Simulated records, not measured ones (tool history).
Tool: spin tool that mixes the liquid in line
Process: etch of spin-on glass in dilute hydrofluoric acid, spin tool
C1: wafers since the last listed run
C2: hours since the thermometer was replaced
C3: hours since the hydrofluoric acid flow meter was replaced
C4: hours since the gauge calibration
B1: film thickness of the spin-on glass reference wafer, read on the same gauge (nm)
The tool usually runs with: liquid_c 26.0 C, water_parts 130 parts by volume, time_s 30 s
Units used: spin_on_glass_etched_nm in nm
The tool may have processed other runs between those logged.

run 1 hour=0.0 | liquid_c=26.0 water_parts=130 time_s=30 | C1=0 C2=102.6 C3=303.1 C4=175.9 | B1=30.00 | spin_on_glass_etched_nm=12.67
run 2 hour=33.8 | liquid_c=26.0 water_parts=85 time_s=30 | C1=706 C2=136.4 C3=336.9 C4=209.7 | B1=29.99 | spin_on_glass_etched_nm=20.54
run 3 hour=48.0 | liquid_c=26.0 water_parts=130 time_s=30 | C1=296 C2=150.6 C3=351.1 C4=223.9 | B1=30.00 | spin_on_glass_etched_nm=12.69
run 4 hour=79.1 | liquid_c=26.0 water_parts=130 time_s=30 | C1=650 C2=181.7 C3=382.2 C4=255.0 | B1=30.01 | spin_on_glass_etched_nm=12.66
run 5 hour=106.4 | liquid_c=29.5 water_parts=130 time_s=30 | C1=570 C2=209.0 C3=409.5 C4=282.3 | B1=30.02 | spin_on_glass_etched_nm=14.52
-- hour=142.8 gauge calibrated
run 6 hour=173.1 | liquid_c=29.5 water_parts=130 time_s=30 | C1=1394 C2=275.7 C3=476.2 C4=30.3 | B1=30.02 | spin_on_glass_etched_nm=14.56
run 7 hour=206.2 | liquid_c=26.0 water_parts=130 time_s=30 | C1=692 C2=308.8 C3=509.3 C4=63.4 | B1=29.99 | spin_on_glass_etched_nm=12.78
run 8 hour=219.9 | liquid_c=26.0 water_parts=130 time_s=30 | C1=286 C2=322.5 C3=523.0 C4=77.1 | B1=30.00 | spin_on_glass_etched_nm=12.85
run 9 hour=232.8 | liquid_c=26.0 water_parts=130 time_s=30 | C1=269 C2=335.4 C3=535.9 C4=90.0 | B1=30.01 | spin_on_glass_etched_nm=12.76
run 10 hour=249.1 | liquid_c=26.0 water_parts=130 time_s=30 | C1=340 C2=351.7 C3=552.2 C4=106.3 | B1=30.00 | spin_on_glass_etched_nm=12.78
run 11 hour=267.6 | liquid_c=26.0 water_parts=130 time_s=30 | C1=386 C2=370.2 C3=570.7 C4=124.8 | B1=30.01 | spin_on_glass_etched_nm=12.77
-- hour=272.5 hydrofluoric acid flow meter replaced
run 12 hour=299.2 | liquid_c=26.0 water_parts=160 time_s=30 | C1=639 C2=401.8 C3=26.7 C4=156.4 | B1=30.02 | spin_on_glass_etched_nm=9.75
run 13 hour=317.4 | liquid_c=24.5 water_parts=130 time_s=30 | C1=380 C2=420.0 C3=44.9 C4=174.6 | B1=29.99 | spin_on_glass_etched_nm=11.80
run 14 hour=332.9 | liquid_c=26.0 water_parts=105 time_s=30 | C1=324 C2=435.5 C3=60.4 C4=190.1 | B1=30.01 | spin_on_glass_etched_nm=15.97
run 15 hour=350.8 | liquid_c=26.0 water_parts=130 time_s=30 | C1=374 C2=453.4 C3=78.3 C4=208.0 | B1=30.01 | spin_on_glass_etched_nm=12.55
run 16 hour=365.7 | liquid_c=26.0 water_parts=130 time_s=30 | C1=311 C2=468.3 C3=93.2 C4=222.9 | B1=29.99 | spin_on_glass_etched_nm=12.45
run 17 hour=382.9 | liquid_c=21.0 water_parts=130 time_s=30 | C1=359 C2=485.5 C3=110.4 C4=240.1 | B1=30.00 | spin_on_glass_etched_nm=10.32
run 18 hour=405.5 | liquid_c=23.0 water_parts=130 time_s=30 | C1=472 C2=508.1 C3=133.0 C4=262.7 | B1=30.01 | spin_on_glass_etched_nm=11.20
run 19 hour=433.0 | liquid_c=22.0 water_parts=180 time_s=20 | C1=575 C2=535.6 C3=160.5 C4=290.2 | B1=30.02 | spin_on_glass_etched_nm=4.91
run 20 hour=445.5 | liquid_c=29.0 water_parts=65 time_s=20 | C1=261 C2=548.1 C3=173.0 C4=302.7 | B1=30.01 | spin_on_glass_etched_nm=20.63
-- hour=463.2 gauge calibrated
run 21 hour=469.5 | liquid_c=29.5 water_parts=130 time_s=15 | C1=501 C2=572.1 C3=197.0 C4=6.3 | B1=30.01 | spin_on_glass_etched_nm=7.17
-- hour=485.8 thermometer replaced
run 22 hour=494.3 | liquid_c=23.0 water_parts=130 time_s=15 | C1=497 C2=8.5 C3=221.8 C4=31.1 | B1=29.99 | spin_on_glass_etched_nm=5.62
run 23 hour=529.6 | liquid_c=26.0 water_parts=130 time_s=30 | C1=738 C2=43.8 C3=257.1 C4=66.4 | B1=30.01 | spin_on_glass_etched_nm=12.61
run 24 hour=561.9 | liquid_c=26.0 water_parts=80 time_s=30 | C1=675 C2=76.1 C3=289.4 C4=98.7 | B1=30.00 | spin_on_glass_etched_nm=21.84
run 25 hour=583.6 | liquid_c=23.0 water_parts=195 time_s=40 | C1=453 C2=97.8 C3=311.1 C4=120.4 | B1=30.01 | spin_on_glass_etched_nm=9.40
run 26 hour=600.6 | liquid_c=28.0 water_parts=95 time_s=35 | C1=355 C2=114.8 C3=328.1 C4=137.4 | B1=30.00 | spin_on_glass_etched_nm=22.77
run 27 hour=629.8 | liquid_c=26.0 water_parts=130 time_s=30 | C1=610 C2=144.0 C3=357.3 C4=166.6 | B1=30.02 | spin_on_glass_etched_nm=12.68

Predict each of these 4 candidate next runs independently; none follows another, all start after run 27:
run A hour=630.2 | liquid_c=26.0 water_parts=130 time_s=30 | C1=8 C2=144.4 C3=357.7 C4=167.0 | B1=? | spin_on_glass_etched_nm=?
run B hour=630.2 | liquid_c=30.0 water_parts=110 time_s=40 | C1=8 C2=144.4 C3=357.7 C4=167.0 | B1=? | spin_on_glass_etched_nm=?
run C hour=630.2 | liquid_c=23.5 water_parts=100 time_s=30 | C1=8 C2=144.4 C3=357.7 C4=167.0 | B1=? | spin_on_glass_etched_nm=?
run D hour=630.2 | liquid_c=22.0 water_parts=175 time_s=15 | C1=8 C2=144.4 C3=357.7 C4=167.0 | B1=? | spin_on_glass_etched_nm=?

run=A B1=30.00 spin_on_glass_etched_nm=12.80
run=B B1=30.00 spin_on_glass_etched_nm=24.05
run=C B1=30.00 spin_on_glass_etched_nm=15.65
run=D B1=30.00 spin_on_glass_etched_nm=3.88
Take away the tool's hidden state, keep each run's random variation, and the runs would have read:
run=A spin_on_glass_etched_nm=12.50
run=B spin_on_glass_etched_nm=23.50
run=C spin_on_glass_etched_nm=15.29
run=D spin_on_glass_etched_nm=3.79
